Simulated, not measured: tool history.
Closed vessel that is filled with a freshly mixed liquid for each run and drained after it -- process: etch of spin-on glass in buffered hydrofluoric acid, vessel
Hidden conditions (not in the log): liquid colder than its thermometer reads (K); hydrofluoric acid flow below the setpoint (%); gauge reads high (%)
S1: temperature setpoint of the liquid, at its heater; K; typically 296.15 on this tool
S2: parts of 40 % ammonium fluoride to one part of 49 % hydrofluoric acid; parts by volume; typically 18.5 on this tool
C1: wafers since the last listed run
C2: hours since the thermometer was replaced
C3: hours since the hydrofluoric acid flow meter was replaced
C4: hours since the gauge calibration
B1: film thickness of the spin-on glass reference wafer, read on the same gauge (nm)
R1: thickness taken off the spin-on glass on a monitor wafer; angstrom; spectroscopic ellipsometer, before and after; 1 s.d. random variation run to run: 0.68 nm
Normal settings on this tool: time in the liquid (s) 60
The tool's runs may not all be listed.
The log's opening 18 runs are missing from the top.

Run 19, hour 285.6: usual settings but S1 299.15 K, S2 23.5 parts by volume, time in the liquid (s) 40; C1 464; C2 174.1; C3 123.8; C4 13.9; B1 100.00. Result: R1 725.3 angstrom.
Run 20, hour 296.7: usual settings but S2 22.5 parts by volume; C1 748; C2 185.2; C3 134.9; C4 25.0; B1 100.03. Result: R1 948.9 angstrom.
Run 21, hour 312.7: usual settings but S1 297.65 K, S2 23.0 parts by volume; C1 1078; C2 201.2; C3 150.9; C4 41.0; B1 100.01. Result: R1 1020.5 angstrom.
Run 22, hour 323.6: usual settings but S1 293.65 K, S2 12.5 parts by volume, time in the liquid (s) 70; C1 734; C2 212.1; C3 161.8; C4 51.9; B1 99.99. Result: R1 1649.9 angstrom.
Run 23, hour 336.2: usual settings but S1 294.65 K, S2 21.5 parts by volume, time in the liquid (s) 30; C1 849; C2 224.7; C3 174.4; C4 64.5; B1 99.98. Result: R1 456.5 angstrom.
Run 24, hour 352.0: usual settings but S2 16.5 parts by volume, time in the liquid (s) 40; C1 1064; C2 240.5; C3 190.2; C4 80.3; B1 99.99. Result: R1 831.2 angstrom.
Run 25, hour 361.9: usual settings but S1 293.65 K, time in the liquid (s) 40; C1 667; C2 250.4; C3 200.1; C4 90.2; B1 99.97. Result: R1 643.7 angstrom.
Run 26, hour 377.6: usual settings but time in the liquid (s) 75; C1 1058; C2 266.1; C3 215.8; C4 105.9; B1 99.98. Result: R1 1384.5 angstrom.
Run 27, hour 384.4: usual settings but time in the liquid (s) 40; C1 458; C2 272.9; C3 222.6; C4 112.7; B1 99.96. Result: R1 740.8 angstrom.
Run 28, hour 396.1: usual settings; C1 788; C2 284.6; C3 234.3; C4 124.4; B1 99.98. Result: R1 1115.3 angstrom.
Run 29, hour 404.2: usual settings but S1 294.15 K, time in the liquid (s) 40; C1 545; C2 292.7; C3 242.4; C4 132.5; B1 99.99. Result: R1 659.0 angstrom.
Run 30, hour 417.9: usual settings; C1 923; C2 306.4; C3 256.1; C4 146.2; B1 100.01. Result: R1 1109.8 angstrom.
Run 31, hour 435.5: usual settings but S1 300.65 K; C1 1186; C2 324.0; C3 273.7; C4 163.8; B1 99.98. Result: R1 1401.5 angstrom.
Run 32, hour 452.0: usual settings but time in the liquid (s) 35; C1 1111; C2 340.5; C3 290.2; C4 180.3; B1 99.99. Result: R1 650.5 angstrom.
Run 33, hour 463.1: usual settings but S2 13.5 parts by volume; C1 748; C2 351.6; C3 301.3; C4 191.4; B1 100.02. Result: R1 1496.7 angstrom.

4 options for the next run, each taken on its own from the tool as it stands now. Forecast them:
Run A, hour 463.8: usual settings but time in the liquid (s) 45; C1 47; C2 352.3; C3 302.0; C4 192.1; B1 ?. Result: R1 ?.
Run B, hour 463.8: usual settings but S1 298.65 K; C1 47; C2 352.3; C3 302.0; C4 192.1; B1 ?. Result: R1 ?.
Run C, hour 463.8: usual settings but S1 291.65 K, time in the liquid (s) 50; C1 47; C2 352.3; C3 302.0; C4 192.1; B1 ?. Result: R1 ?.
Run D, hour 463.8: usual settings but S2 21.5 parts by volume, time in the liquid (s) 45; C1 47; C2 352.3; C3 302.0; C4 192.1; B1 ?. Result: R1 ?.

run     B1      R1
  A  99.98   826.3
  B  99.98  1263.6
  C  99.98   713.3
  D  99.98   727.9
Stripped of hidden state, with their random variation kept, the same runs would have yielded:
run      R1
  A   856.5
  B  1309.0
  C   740.1
  D   754.5

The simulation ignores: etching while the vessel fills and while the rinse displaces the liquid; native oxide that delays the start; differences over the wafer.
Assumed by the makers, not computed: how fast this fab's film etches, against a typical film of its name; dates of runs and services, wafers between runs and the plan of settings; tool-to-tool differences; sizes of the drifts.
